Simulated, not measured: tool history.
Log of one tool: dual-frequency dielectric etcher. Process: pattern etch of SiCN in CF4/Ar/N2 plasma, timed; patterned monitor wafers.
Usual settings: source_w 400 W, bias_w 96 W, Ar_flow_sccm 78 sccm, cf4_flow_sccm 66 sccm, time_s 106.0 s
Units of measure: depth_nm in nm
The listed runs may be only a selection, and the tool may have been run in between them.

run,hour,source_w,bias_w,Ar_flow_sccm,cf4_flow_sccm,time_s,"read-back reference wafer on the same gauge, depth_nm",depth_nm
1,0.0,400,96,78,77,106.0,89.5,95.6
2,37.7,400,96,78,66,106.0,89.5,94.5
3,141.5,400,96,78,66,106.0,89.5,94.7
# hour 176.3: source power generator calibrated
# hour 187.8: wet clean of the chamber
4,188.3,400,96,78,66,106.0,89.7,89.0
5,219.8,450,96,78,66,106.0,89.6,99.5
# hour 236.1: gauge calibrated
6,280.5,450,96,78,66,106.0,89.7,99.7
# hour 367.6: bias power generator calibrated
7,368.1,400,96,78,66,106.0,89.9,89.4
8,431.4,400,103,78,66,106.0,89.6,93.6
9,470.7,400,96,78,77,106.0,89.5,92.7
# hour 600.0: upper electrode replaced
10,738.5,490,76,71,52,106.0,89.7,101.1
# hour 783.7: wet clean of the chamber
11,807.3,320,96,78,81,106.0,89.6,72.5
12,853.5,400,96,78,71,126.0,89.6,108.0
# hour 877.1: Ar flow controller replaced
13,893.9,400,85,78,66,106.0,89.6,87.4
14,983.3,400,96,78,66,106.0,89.5,91.9
# hour 1061.3: CF4 flow controller replaced
15,1089.0,400,96,78,66,106.0,89.6,93.8
16,1164.1,400,96,59,74,106.0,89.7,99.2
17,1229.7,450,96,78,66,106.0,89.7,106.5
18,1266.4,400,96,78,66,106.0,89.6,94.6
19,1349.5,440,80,88,66,106.0,89.7,94.6
# hour 1402.0: gauge calibrated
20,1425.0,400,116,78,75,106.0,89.6,104.8
# hour 1482.2: wet clean of the chamber
21,1532.9,400,104,78,66,90.5,89.9,81.1

Below are 4 alternative next runs, each starting from the tool's condition after run 21. Predict each:
A,1533.3,360,96,78,66,106.0,?,?
B,1533.3,400,96,97,74,123.0,?,?
C,1533.3,400,96,78,75,126.0,?,?
D,1533.3,500,96,78,66,131.5,?,?

run,"read-back reference wafer on the same gauge, depth_nm",depth_nm
A,89.6,83.0
B,89.6,105.6
C,89.6,112.5
D,89.6,145.0
With the hidden condition removed and each run's random variation left untouched, the same runs would have given:
run,depth_nm
A,79.1
B,100.7
C,107.2
D,138.2
